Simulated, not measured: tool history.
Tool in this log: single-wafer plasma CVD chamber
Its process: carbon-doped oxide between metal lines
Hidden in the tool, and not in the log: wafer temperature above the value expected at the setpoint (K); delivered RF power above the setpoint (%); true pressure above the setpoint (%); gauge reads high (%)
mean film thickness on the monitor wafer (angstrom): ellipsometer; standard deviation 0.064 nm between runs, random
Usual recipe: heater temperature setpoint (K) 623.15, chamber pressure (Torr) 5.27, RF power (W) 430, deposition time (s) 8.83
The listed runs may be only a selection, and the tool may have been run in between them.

run,hour,heater temperature setpoint (K),chamber pressure (Torr),RF power (W),deposition time (s),wafers since the last listed run,hours since the last thermocouple change,hours since the last RF generator calibration,hours since the last manometer calibration,hours since the showerhead was replaced,hours since the gauge calibration,"read-back reference wafer on the same gauge, thickness_nm",mean film thickness on the monitor wafer (angstrom)
1,0,614.15,5.27,430,9.53,0,1460.6,1846.8,3154.8,4841.4,81.2,42.369,427.71
2,8.6,614.15,5.27,430,9.53,130,1469.2,1855.4,3163.4,4850,89.8,42.414,428.21
3,32.7,623.15,5.27,430,8.83,365,1493.3,1879.5,3187.5,4874.1,113.9,42.407,386.72
4,45.6,623.15,5.27,430,8.83,195,1506.2,1892.4,3200.4,4887,126.8,42.379,387.78
5,55,623.15,5.27,430,8.83,142,1515.6,1901.8,3209.8,4896.4,136.2,42.409,386.17
6,68.3,632.15,5.27,430,8.83,201,1528.9,1915.1,3223.1,4909.7,149.5,42.404,378.31
7,84.6,623.15,5.27,430,8.83,247,1545.2,1931.4,3239.4,4926,165.8,42.408,385.94
8,100.6,623.15,5.27,430,8.83,242,1561.2,1947.4,3255.4,4942,181.8,42.43,385.89
# hour 119.2: capacitance manometer re-zeroed and calibrated
9,119.7,629.15,5.76,430,8.83,168,1580.3,1966.5,0.5,4961.1,200.9,42.421,386.44
10,132.5,623.15,5.27,430,8.83,194,1593.1,1979.3,13.3,4973.9,213.7,42.385,386.63
# hour 140.6: RF generator calibrated
11,148.2,623.15,5.27,430,8.83,116,1608.8,7.6,29,4989.6,229.4,42.428,421.91
12,160.7,623.15,5.27,430,8.83,189,1621.3,20.1,41.5,5002.1,241.9,42.405,421.4
13,178.1,623.15,5.27,430,8.83,264,1638.7,37.5,58.9,5019.5,259.3,42.389,420.34
14,191.2,623.15,5.27,430,8.83,198,1651.8,50.6,72,5032.6,272.4,42.391,420.82
15,198.3,634.15,5.27,370,10.42,107,1658.9,57.7,79.1,5039.7,279.5,42.435,413.39
16,212.5,632.15,6.58,430,8.83,215,1673.1,71.9,93.3,5053.9,293.7,42.402,423.31
# hour 221: showerhead replaced
17,229.5,623.15,5.27,430,8.83,136,1690.1,88.9,110.3,8.5,310.7,42.389,417.27
18,240.8,623.15,5.27,430,8.83,171,1701.4,100.2,121.6,19.8,322,42.412,418.03
# hour 244.3: gauge calibrated
19,256.4,635.15,4.04,470,8.83,236,1717,115.8,137.2,35.4,12.1,42.389,412.73
# hour 276.6: thermocouple changed; heater temperature recalibrated
20,277.1,613.15,5.27,430,9.64,192,0.5,136.5,157.9,56.1,32.8,42.388,466.06
21,282.4,616.15,4.73,430,8.83,80,5.8,141.8,163.2,61.4,38.1,42.395,411.75
22,294.3,633.15,4.59,515,9.75,180,17.7,153.7,175.1,73.3,50,42.405,504.46
23,303.6,623.15,4.75,430,8.83,141,27,163,184.4,82.6,59.3,42.372,405.08
24,313.5,623.15,6.34,430,8.83,150,36.9,172.9,194.3,92.5,69.2,42.39,426.09
25,320.7,627.15,6.11,430,8.83,109,44.1,180.1,201.5,99.7,76.4,42.409,422.27
26,330.1,615.15,5.27,430,8.83,142,53.5,189.5,210.9,109.1,85.8,42.403,423.1
27,345,623.15,5.27,430,8.83,226,68.4,204.4,225.8,124,100.7,42.415,414.15
28,379.2,628.15,5.94,430,8.83,519,102.6,238.6,260,158.2,134.9,42.357,415.87
29,387.5,630.15,4.43,360,8.83,126,110.9,246.9,268.3,166.5,143.2,42.369,323.9
30,393.8,623.15,5.27,430,8.83,95,117.2,253.2,274.6,172.8,149.5,42.424,411.65

Consider 3 possible next runs. They are alternatives, not a sequence: every one starts from the tool as it was left by run 30. What does each give?
A,394.2,623.15,5.27,365,8.83,6,117.6,253.6,275,173.2,149.9,?,?
B,394.2,616.15,5.27,490,8.83,6,117.6,253.6,275,173.2,149.9,?,?
C,394.2,623.15,5.27,345,9.82,6,117.6,253.6,275,173.2,149.9,?,?

run,"read-back reference wafer on the same gauge, thickness_nm",mean film thickness on the monitor wafer (angstrom)
A,42.407,349.08
B,42.407,472.69
C,42.407,364.5
Stripped of hidden state, with their random variation kept, the same runs would have yielded:
run,mean film thickness on the monitor wafer (angstrom)
A,360.18
B,485.06
C,376.34
